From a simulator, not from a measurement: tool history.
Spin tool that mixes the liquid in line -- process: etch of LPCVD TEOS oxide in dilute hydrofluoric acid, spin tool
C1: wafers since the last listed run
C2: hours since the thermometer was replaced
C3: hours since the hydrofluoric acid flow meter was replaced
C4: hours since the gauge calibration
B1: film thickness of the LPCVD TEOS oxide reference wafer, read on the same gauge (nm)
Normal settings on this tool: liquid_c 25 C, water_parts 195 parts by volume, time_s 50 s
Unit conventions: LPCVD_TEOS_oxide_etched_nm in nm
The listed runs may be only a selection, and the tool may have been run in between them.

{"run": 1, "hour": 0.0, "liquid_c": 25, "water_parts": 165, "time_s": 50, "C1": 0, "C2": 1914.8, "C3": 1066.1, "C4": 225.8, "B1": 30.033, "LPCVD_TEOS_oxide_etched_nm": 4.496}
{"run": 2, "hour": 17.3, "liquid_c": 25, "water_parts": 165, "time_s": 50, "C1": 272, "C2": 1932.1, "C3": 1083.4, "C4": 243.1, "B1": 30.004, "LPCVD_TEOS_oxide_etched_nm": 4.466}
{"run": 3, "hour": 25.5, "liquid_c": 25, "water_parts": 195, "time_s": 50, "C1": 129, "C2": 1940.3, "C3": 1091.6, "C4": 251.3, "B1": 30.024, "LPCVD_TEOS_oxide_etched_nm": 3.693}
{"run": 4, "hour": 37.3, "liquid_c": 25, "water_parts": 195, "time_s": 50, "C1": 185, "C2": 1952.1, "C3": 1103.4, "C4": 263.1, "B1": 29.977, "LPCVD_TEOS_oxide_etched_nm": 3.684}
{"run": 5, "hour": 51.2, "liquid_c": 25, "water_parts": 195, "time_s": 50, "C1": 219, "C2": 1966, "C3": 1117.3, "C4": 277, "B1": 29.987, "LPCVD_TEOS_oxide_etched_nm": 3.663}
{"run": 6, "hour": 63.8, "liquid_c": 25, "water_parts": 195, "time_s": 50, "C1": 198, "C2": 1978.6, "C3": 1129.9, "C4": 289.6, "B1": 30.007, "LPCVD_TEOS_oxide_etched_nm": 3.686}
{"run": 7, "hour": 74.4, "liquid_c": 25, "water_parts": 195, "time_s": 50, "C1": 167, "C2": 1989.2, "C3": 1140.5, "C4": 300.2, "B1": 30, "LPCVD_TEOS_oxide_etched_nm": 3.621}
{"run": 8, "hour": 82.2, "liquid_c": 25, "water_parts": 195, "time_s": 50, "C1": 122, "C2": 1997, "C3": 1148.3, "C4": 308, "B1": 30.009, "LPCVD_TEOS_oxide_etched_nm": 3.636}
{"run": 9, "hour": 97.4, "liquid_c": 25, "water_parts": 195, "time_s": 50, "C1": 239, "C2": 2012.2, "C3": 1163.5, "C4": 323.2, "B1": 29.979, "LPCVD_TEOS_oxide_etched_nm": 3.649}
{"run": 10, "hour": 114.1, "liquid_c": 25, "water_parts": 195, "time_s": 50, "C1": 263, "C2": 2028.9, "C3": 1180.2, "C4": 339.9, "B1": 29.973, "LPCVD_TEOS_oxide_etched_nm": 3.642}
{"run": 11, "hour": 124.4, "liquid_c": 25, "water_parts": 195, "time_s": 50, "C1": 162, "C2": 2039.2, "C3": 1190.5, "C4": 350.2, "B1": 29.977, "LPCVD_TEOS_oxide_etched_nm": 3.617}
{"run": 12, "hour": 135.0, "liquid_c": 25, "water_parts": 195, "time_s": 50, "C1": 167, "C2": 2049.8, "C3": 1201.1, "C4": 360.8, "B1": 30.001, "LPCVD_TEOS_oxide_etched_nm": 3.63}
{"run": 13, "hour": 147.2, "liquid_c": 25, "water_parts": 250, "time_s": 50, "C1": 192, "C2": 2062, "C3": 1213.3, "C4": 373, "B1": 30.018, "LPCVD_TEOS_oxide_etched_nm": 2.654}
{"run": 14, "hour": 158.8, "liquid_c": 25, "water_parts": 195, "time_s": 50, "C1": 182, "C2": 2073.6, "C3": 1224.9, "C4": 384.6, "B1": 29.986, "LPCVD_TEOS_oxide_etched_nm": 3.632}
{"hour": 162.2, "done": "gauge calibrated"}
{"run": 15, "hour": 173.1, "liquid_c": 25, "water_parts": 195, "time_s": 50, "C1": 225, "C2": 2087.9, "C3": 1239.2, "C4": 10.9, "B1": 30.007, "LPCVD_TEOS_oxide_etched_nm": 3.601}
{"run": 16, "hour": 189.3, "liquid_c": 25, "water_parts": 195, "time_s": 50, "C1": 255, "C2": 2104.1, "C3": 1255.4, "C4": 27.1, "B1": 30, "LPCVD_TEOS_oxide_etched_nm": 3.59}
{"run": 17, "hour": 197.2, "liquid_c": 27, "water_parts": 290, "time_s": 40, "C1": 124, "C2": 2112, "C3": 1263.3, "C4": 35, "B1": 29.975, "LPCVD_TEOS_oxide_etched_nm": 1.861}
{"run": 18, "hour": 209.1, "liquid_c": 25, "water_parts": 195, "time_s": 50, "C1": 187, "C2": 2123.9, "C3": 1275.2, "C4": 46.9, "B1": 30.023, "LPCVD_TEOS_oxide_etched_nm": 3.588}
{"run": 19, "hour": 240.9, "liquid_c": 22.5, "water_parts": 230, "time_s": 50, "C1": 501, "C2": 2155.7, "C3": 1307, "C4": 78.7, "B1": 29.988, "LPCVD_TEOS_oxide_etched_nm": 2.669}
{"run": 20, "hour": 248.2, "liquid_c": 22.5, "water_parts": 275, "time_s": 80, "C1": 115, "C2": 2163, "C3": 1314.3, "C4": 86, "B1": 30.032, "LPCVD_TEOS_oxide_etched_nm": 3.389}
{"run": 21, "hour": 286.3, "liquid_c": 29.5, "water_parts": 195, "time_s": 30, "C1": 600, "C2": 2201.1, "C3": 1352.4, "C4": 124.1, "B1": 29.999, "LPCVD_TEOS_oxide_etched_nm": 2.497}
{"hour": 290.9, "done": "thermometer replaced"}
{"run": 22, "hour": 296.9, "liquid_c": 22.5, "water_parts": 275, "time_s": 80, "C1": 151, "C2": 6, "C3": 1363, "C4": 134.7, "B1": 30.037, "LPCVD_TEOS_oxide_etched_nm": 3.371}
{"hour": 300.6, "done": "hydrofluoric acid flow meter replaced"}
{"run": 23, "hour": 314.9, "liquid_c": 23.5, "water_parts": 240, "time_s": 80, "C1": 267, "C2": 24, "C3": 14.3, "C4": 152.7, "B1": 30.015, "LPCVD_TEOS_oxide_etched_nm": 4.79}
{"run": 24, "hour": 323.4, "liquid_c": 25, "water_parts": 125, "time_s": 50, "C1": 133, "C2": 32.5, "C3": 22.8, "C4": 161.2, "B1": 29.999, "LPCVD_TEOS_oxide_etched_nm": 6.897}
{"run": 25, "hour": 336.4, "liquid_c": 20.5, "water_parts": 225, "time_s": 25, "C1": 204, "C2": 45.5, "C3": 35.8, "C4": 174.2, "B1": 30.017, "LPCVD_TEOS_oxide_etched_nm": 1.442}
{"run": 26, "hour": 344.8, "liquid_c": 25, "water_parts": 195, "time_s": 50, "C1": 132, "C2": 53.9, "C3": 44.2, "C4": 182.6, "B1": 30.041, "LPCVD_TEOS_oxide_etched_nm": 4.076}
{"run": 27, "hour": 359.7, "liquid_c": 25, "water_parts": 125, "time_s": 50, "C1": 234, "C2": 68.8, "C3": 59.1, "C4": 197.5, "B1": 30.012, "LPCVD_TEOS_oxide_etched_nm": 6.933}
{"run": 28, "hour": 368.7, "liquid_c": 21, "water_parts": 165, "time_s": 75, "C1": 141, "C2": 77.8, "C3": 68.1, "C4": 206.5, "B1": 30.013, "LPCVD_TEOS_oxide_etched_nm": 6.385}
{"run": 29, "hour": 383.6, "liquid_c": 23, "water_parts": 295, "time_s": 60, "C1": 234, "C2": 92.7, "C3": 83, "C4": 221.4, "B1": 29.953, "LPCVD_TEOS_oxide_etched_nm": 2.706}
{"run": 30, "hour": 396.4, "liquid_c": 25, "water_parts": 195, "time_s": 50, "C1": 201, "C2": 105.5, "C3": 95.8, "C4": 234.2, "B1": 29.982, "LPCVD_TEOS_oxide_etched_nm": 4.047}
{"run": 31, "hour": 407.0, "liquid_c": 25, "water_parts": 235, "time_s": 50, "C1": 167, "C2": 116.1, "C3": 106.4, "C4": 244.8, "B1": 29.997, "LPCVD_TEOS_oxide_etched_nm": 3.223}

Forecast each of these 3 alternatives for the next run:
{"run": "A", "hour": 407.4, "liquid_c": 25, "water_parts": 195, "time_s": 30, "C1": 6, "C2": 116.5, "C3": 106.8, "C4": 245.2, "B1": "?", "LPCVD_TEOS_oxide_etched_nm": "?"}
{"run": "B", "hour": 407.4, "liquid_c": 23.5, "water_parts": 275, "time_s": 50, "C1": 6, "C2": 116.5, "C3": 106.8, "C4": 245.2, "B1": "?", "LPCVD_TEOS_oxide_etched_nm": "?"}
{"run": "C", "hour": 407.4, "liquid_c": 21, "water_parts": 265, "time_s": 60, "C1": 6, "C2": 116.5, "C3": 106.8, "C4": 245.2, "B1": "?", "LPCVD_TEOS_oxide_etched_nm": "?"}

run=A B1=29.957 LPCVD_TEOS_oxide_etched_nm=2.444
run=B B1=29.957 LPCVD_TEOS_oxide_etched_nm=2.516
run=C B1=29.957 LPCVD_TEOS_oxide_etched_nm=2.891
What these runs would have given with no unlogged condition in the tool:
run=A LPCVD_TEOS_oxide_etched_nm=2.468
run=B LPCVD_TEOS_oxide_etched_nm=2.542
run=C LPCVD_TEOS_oxide_etched_nm=2.92

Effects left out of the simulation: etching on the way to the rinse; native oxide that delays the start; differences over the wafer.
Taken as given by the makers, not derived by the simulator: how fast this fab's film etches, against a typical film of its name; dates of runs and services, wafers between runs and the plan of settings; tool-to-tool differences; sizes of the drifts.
